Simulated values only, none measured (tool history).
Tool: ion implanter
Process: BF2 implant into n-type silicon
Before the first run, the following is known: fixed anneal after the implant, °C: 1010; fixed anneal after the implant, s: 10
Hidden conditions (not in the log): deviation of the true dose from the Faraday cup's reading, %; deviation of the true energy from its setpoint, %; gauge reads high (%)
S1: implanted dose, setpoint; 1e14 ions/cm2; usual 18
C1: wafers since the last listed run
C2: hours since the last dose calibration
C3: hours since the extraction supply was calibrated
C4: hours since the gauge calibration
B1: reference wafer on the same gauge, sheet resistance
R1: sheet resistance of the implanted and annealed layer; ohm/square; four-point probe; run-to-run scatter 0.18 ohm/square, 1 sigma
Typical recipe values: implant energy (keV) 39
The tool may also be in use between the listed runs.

{"run": 1, "hour": 0.0, "S1": 18, "implant energy (keV)": 39, "C1": 0, "C2": 963.4, "C3": 5791.7, "C4": 717.5, "B1": 120.92, "R1": 125.34}
{"run": 2, "hour": 34.4, "S1": 18, "implant energy (keV)": 39, "C1": 454, "C2": 997.8, "C3": 5826.1, "C4": 751.9, "B1": 121.01, "R1": 125.55}
{"run": 3, "hour": 66.7, "S1": 18, "implant energy (keV)": 39, "C1": 427, "C2": 1030.1, "C3": 5858.4, "C4": 784.2, "B1": 121.02, "R1": 125.87}
{"run": 4, "hour": 93.8, "S1": 18, "implant energy (keV)": 39, "C1": 358, "C2": 1057.2, "C3": 5885.5, "C4": 811.3, "B1": 120.95, "R1": 125.57}
{"run": 5, "hour": 163.2, "S1": 20.39, "implant energy (keV)": 39, "C1": 917, "C2": 1126.6, "C3": 5954.9, "C4": 880.7, "B1": 120.88, "R1": 124.06}
{"run": 6, "hour": 228.4, "S1": 16.6, "implant energy (keV)": 32, "C1": 862, "C2": 1191.8, "C3": 6020.1, "C4": 945.9, "B1": 121.05, "R1": 141.55}
{"run": 7, "hour": 258.3, "S1": 16.6, "implant energy (keV)": 32, "C1": 395, "C2": 1221.7, "C3": 6050, "C4": 975.8, "B1": 121.06, "R1": 142.15}
{"run": 8, "hour": 288.1, "S1": 16.6, "implant energy (keV)": 32, "C1": 394, "C2": 1251.5, "C3": 6079.8, "C4": 1005.6, "B1": 121.02, "R1": 141.68}
{"run": 9, "hour": 326.8, "S1": 18, "implant energy (keV)": 39, "C1": 511, "C2": 1290.2, "C3": 6118.5, "C4": 1044.3, "B1": 121.12, "R1": 126.05}
{"hour": 379.3, "done": "Faraday cup replaced and dose calibrated"}
{"run": 10, "hour": 386.0, "S1": 18, "implant energy (keV)": 39, "C1": 676, "C2": 6.7, "C3": 6177.7, "C4": 1103.5, "B1": 121.07, "R1": 125.1}
{"run": 11, "hour": 451.1, "S1": 18, "implant energy (keV)": 39, "C1": 860, "C2": 71.8, "C3": 6242.8, "C4": 1168.6, "B1": 120.98, "R1": 125.13}
{"run": 12, "hour": 511.4, "S1": 18, "implant energy (keV)": 39, "C1": 797, "C2": 132.1, "C3": 6303.1, "C4": 1228.9, "B1": 120.99, "R1": 125.33}
{"run": 13, "hour": 541.2, "S1": 18, "implant energy (keV)": 39, "C1": 394, "C2": 161.9, "C3": 6332.9, "C4": 1258.7, "B1": 120.93, "R1": 125.42}
{"run": 14, "hour": 569.3, "S1": 18, "implant energy (keV)": 44.5, "C1": 371, "C2": 190, "C3": 6361, "C4": 1286.8, "B1": 120.98, "R1": 116.76}
{"run": 15, "hour": 627.7, "S1": 18, "implant energy (keV)": 44.5, "C1": 772, "C2": 248.4, "C3": 6419.4, "C4": 1345.2, "B1": 121.04, "R1": 116.46}
{"run": 16, "hour": 653.4, "S1": 18, "implant energy (keV)": 39, "C1": 339, "C2": 274.1, "C3": 6445.1, "C4": 1370.9, "B1": 120.99, "R1": 125.29}
{"run": 17, "hour": 702.0, "S1": 18, "implant energy (keV)": 39, "C1": 642, "C2": 322.7, "C3": 6493.7, "C4": 1419.5, "B1": 121.03, "R1": 125.44}
{"run": 18, "hour": 876.6, "S1": 18, "implant energy (keV)": 39, "C1": 2308, "C2": 497.3, "C3": 6668.3, "C4": 1594.1, "B1": 121.1, "R1": 125.45}
{"run": 19, "hour": 1037.8, "S1": 13.02, "implant energy (keV)": 34.5, "C1": 2131, "C2": 658.5, "C3": 6829.5, "C4": 1755.3, "B1": 121.08, "R1": 142.29}
{"hour": 1069.6, "done": "extraction supply calibrated"}
{"run": 20, "hour": 1183.6, "S1": 18, "implant energy (keV)": 44.5, "C1": 1822, "C2": 804.3, "C3": 114, "C4": 1901.1, "B1": 121.02, "R1": 113.88}
{"run": 21, "hour": 1230.9, "S1": 20.11, "implant energy (keV)": 45.5, "C1": 625, "C2": 851.6, "C3": 161.3, "C4": 1948.4, "B1": 121.04, "R1": 111.06}
{"run": 22, "hour": 1263.1, "S1": 15.24, "implant energy (keV)": 47, "C1": 425, "C2": 883.8, "C3": 193.5, "C4": 1980.6, "B1": 120.98, "R1": 115.02}
{"run": 23, "hour": 1332.5, "S1": 18, "implant energy (keV)": 25.5, "C1": 917, "C2": 953.2, "C3": 262.9, "C4": 2050, "B1": 121.01, "R1": 155.42}
{"run": 24, "hour": 1381.4, "S1": 21.68, "implant energy (keV)": 46, "C1": 646, "C2": 1002.1, "C3": 311.8, "C4": 2098.9, "B1": 120.95, "R1": 109.64}

Estimate the outcome of run 25 from the log above:
{"run": 25, "hour": 1433.8, "S1": 15.24, "implant energy (keV)": 45, "C1": 692, "C2": 1054.5, "C3": 364.2, "C4": 2151.3, "B1": "?", "R1": "?"}

Run 25 measured B1 120.88, R1 118.14 ohm/square.
With the hidden condition absent and the run-to-run variation left alone, this run would have shown R1 117.05 ohm/square.
